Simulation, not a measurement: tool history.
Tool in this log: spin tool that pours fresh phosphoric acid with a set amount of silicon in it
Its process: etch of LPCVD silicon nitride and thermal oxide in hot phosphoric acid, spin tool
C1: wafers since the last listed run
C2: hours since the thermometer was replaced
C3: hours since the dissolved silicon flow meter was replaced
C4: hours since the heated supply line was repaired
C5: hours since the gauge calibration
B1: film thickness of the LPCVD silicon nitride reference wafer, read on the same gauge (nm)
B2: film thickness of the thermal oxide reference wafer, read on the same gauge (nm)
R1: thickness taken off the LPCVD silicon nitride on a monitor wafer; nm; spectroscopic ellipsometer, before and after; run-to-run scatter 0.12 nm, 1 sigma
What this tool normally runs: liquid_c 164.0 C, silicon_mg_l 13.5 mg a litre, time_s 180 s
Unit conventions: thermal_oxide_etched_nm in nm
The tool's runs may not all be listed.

run 1 hour=0.0 | liquid_c=164.0 silicon_mg_l=13.5 time_s=180 | C1=0 C2=472.2 C3=160.1 C4=4300.9 C5=2372.7 | B1=150.00 B2=139.986 | R1=13.61 thermal_oxide_etched_nm=0.410
run 2 hour=97.1 | liquid_c=164.0 silicon_mg_l=13.5 time_s=180 | C1=935 C2=569.3 C3=257.2 C4=4398.0 C5=2469.8 | B1=150.01 B2=139.969 | R1=13.41 thermal_oxide_etched_nm=0.387
run 3 hour=141.2 | liquid_c=164.0 silicon_mg_l=13.5 time_s=180 | C1=424 C2=613.4 C3=301.3 C4=4442.1 C5=2513.9 | B1=149.98 B2=139.977 | R1=13.54 thermal_oxide_etched_nm=0.464
-- hour=247.3 heated supply line repaired
run 4 hour=287.3 | liquid_c=164.0 silicon_mg_l=19.0 time_s=245 | C1=1397 C2=759.5 C3=447.4 C4=40.0 C5=2660.0 | B1=150.00 B2=139.968 | R1=20.57 thermal_oxide_etched_nm=0.615
run 5 hour=352.5 | liquid_c=163.0 silicon_mg_l=23.0 time_s=100 | C1=627 C2=824.7 C3=512.6 C4=105.2 C5=2725.2 | B1=150.00 B2=140.022 | R1=7.87 thermal_oxide_etched_nm=0.196
-- hour=370.4 gauge calibrated
run 6 hour=395.8 | liquid_c=164.0 silicon_mg_l=13.5 time_s=180 | C1=417 C2=868.0 C3=555.9 C4=148.5 C5=25.4 | B1=150.01 B2=139.983 | R1=14.82 thermal_oxide_etched_nm=0.540
run 7 hour=443.3 | liquid_c=164.0 silicon_mg_l=13.5 time_s=180 | C1=457 C2=915.5 C3=603.4 C4=196.0 C5=72.9 | B1=150.02 B2=140.013 | R1=14.73 thermal_oxide_etched_nm=0.569
run 8 hour=534.8 | liquid_c=164.0 silicon_mg_l=13.5 time_s=270 | C1=881 C2=1007.0 C3=694.9 C4=287.5 C5=164.4 | B1=150.00 B2=139.973 | R1=22.04 thermal_oxide_etched_nm=0.742
run 9 hour=584.6 | liquid_c=165.5 silicon_mg_l=5.0 time_s=100 | C1=479 C2=1056.8 C3=744.7 C4=337.3 C5=214.2 | B1=149.99 B2=139.994 | R1=8.58 thermal_oxide_etched_nm=0.365
run 10 hour=665.4 | liquid_c=164.0 silicon_mg_l=13.5 time_s=180 | C1=778 C2=1137.6 C3=825.5 C4=418.1 C5=295.0 | B1=149.99 B2=139.994 | R1=14.76 thermal_oxide_etched_nm=0.510
run 11 hour=737.5 | liquid_c=165.5 silicon_mg_l=23.0 time_s=245 | C1=694 C2=1209.7 C3=897.6 C4=490.2 C5=367.1 | B1=149.99 B2=140.006 | R1=20.79 thermal_oxide_etched_nm=0.630
run 12 hour=1043.3 | liquid_c=161.5 silicon_mg_l=23.0 time_s=115 | C1=2945 C2=1515.5 C3=1203.4 C4=796.0 C5=672.9 | B1=149.99 B2=139.989 | R1=8.47 thermal_oxide_etched_nm=0.199
-- hour=1063.9 dissolved silicon flow meter replaced
run 13 hour=1144.8 | liquid_c=165.5 silicon_mg_l=24.0 time_s=250 | C1=967 C2=1617.0 C3=80.9 C4=897.5 C5=774.4 | B1=149.98 B2=140.007 | R1=21.16 thermal_oxide_etched_nm=0.590
run 14 hour=1224.7 | liquid_c=166.5 silicon_mg_l=10.0 time_s=180 | C1=769 C2=1696.9 C3=160.8 C4=977.4 C5=854.3 | B1=150.01 B2=140.007 | R1=15.70 thermal_oxide_etched_nm=0.643
run 15 hour=1278.5 | liquid_c=164.0 silicon_mg_l=13.5 time_s=180 | C1=518 C2=1750.7 C3=214.6 C4=1031.2 C5=908.1 | B1=149.99 B2=139.961 | R1=14.38 thermal_oxide_etched_nm=0.478
run 16 hour=1331.3 | liquid_c=164.0 silicon_mg_l=23.5 time_s=180 | C1=508 C2=1803.5 C3=267.4 C4=1084.0 C5=960.9 | B1=150.02 B2=139.954 | R1=14.21 thermal_oxide_etched_nm=0.372
run 17 hour=1406.3 | liquid_c=166.5 silicon_mg_l=2.5 time_s=80 | C1=722 C2=1878.5 C3=342.4 C4=1159.0 C5=1035.9 | B1=150.00 B2=140.022 | R1=6.86 thermal_oxide_etched_nm=0.380
run 18 hour=1454.6 | liquid_c=165.5 silicon_mg_l=17.0 time_s=180 | C1=465 C2=1926.8 C3=390.7 C4=1207.3 C5=1084.2 | B1=150.02 B2=139.965 | R1=15.05 thermal_oxide_etched_nm=0.501
run 19 hour=1511.3 | liquid_c=161.5 silicon_mg_l=23.0 time_s=115 | C1=546 C2=1983.5 C3=447.4 C4=1264.0 C5=1140.9 | B1=149.99 B2=139.965 | R1=8.38 thermal_oxide_etched_nm=0.199
run 20 hour=1571.0 | liquid_c=164.0 silicon_mg_l=13.5 time_s=180 | C1=574 C2=2043.2 C3=507.1 C4=1323.7 C5=1200.6 | B1=149.98 B2=139.997 | R1=14.32 thermal_oxide_etched_nm=0.507
run 21 hour=1673.0 | liquid_c=164.0 silicon_mg_l=23.5 time_s=180 | C1=982 C2=2145.2 C3=609.1 C4=1425.7 C5=1302.6 | B1=150.02 B2=140.034 | R1=14.01 thermal_oxide_etched_nm=0.343
run 22 hour=1725.0 | liquid_c=162.5 silicon_mg_l=13.5 time_s=215 | C1=500 C2=2197.2 C3=661.1 C4=1477.7 C5=1354.6 | B1=149.99 B2=140.016 | R1=16.00 thermal_oxide_etched_nm=0.513
run 23 hour=1804.0 | liquid_c=163.0 silicon_mg_l=23.0 time_s=100 | C1=760 C2=2276.2 C3=740.1 C4=1556.7 C5=1433.6 | B1=150.02 B2=140.026 | R1=7.51 thermal_oxide_etched_nm=0.178

Consider 3 possible next runs. They are alternatives, not a sequence: every one starts from the tool as it was left by run 23. What does each give?
run A hour=1804.5 | liquid_c=164.0 silicon_mg_l=13.5 time_s=80 | C1=4 C2=2276.7 C3=740.6 C4=1557.2 C5=1434.1 | B1=? B2=? | R1=? thermal_oxide_etched_nm=?
run B hour=1804.5 | liquid_c=163.0 silicon_mg_l=18.0 time_s=100 | C1=4 C2=2276.7 C3=740.6 C4=1557.2 C5=1434.1 | B1=? B2=? | R1=? thermal_oxide_etched_nm=?
run C hour=1804.5 | liquid_c=161.0 silicon_mg_l=13.5 time_s=280 | C1=4 C2=2276.7 C3=740.6 C4=1557.2 C5=1434.1 | B1=? B2=? | R1=? thermal_oxide_etched_nm=?

run=A B1=149.98 B2=140.010 R1=6.26 thermal_oxide_etched_nm=0.214
run=B B1=149.98 B2=140.010 R1=7.56 thermal_oxide_etched_nm=0.221
run=C B1=149.98 B2=140.010 R1=19.80 thermal_oxide_etched_nm=0.599
Take away the tool's hidden state, keep each run's random variation, and the runs would have read:
run=A R1=6.68 thermal_oxide_etched_nm=0.247
run=B R1=8.08 thermal_oxide_etched_nm=0.256
run=C R1=21.16 thermal_oxide_etched_nm=0.693
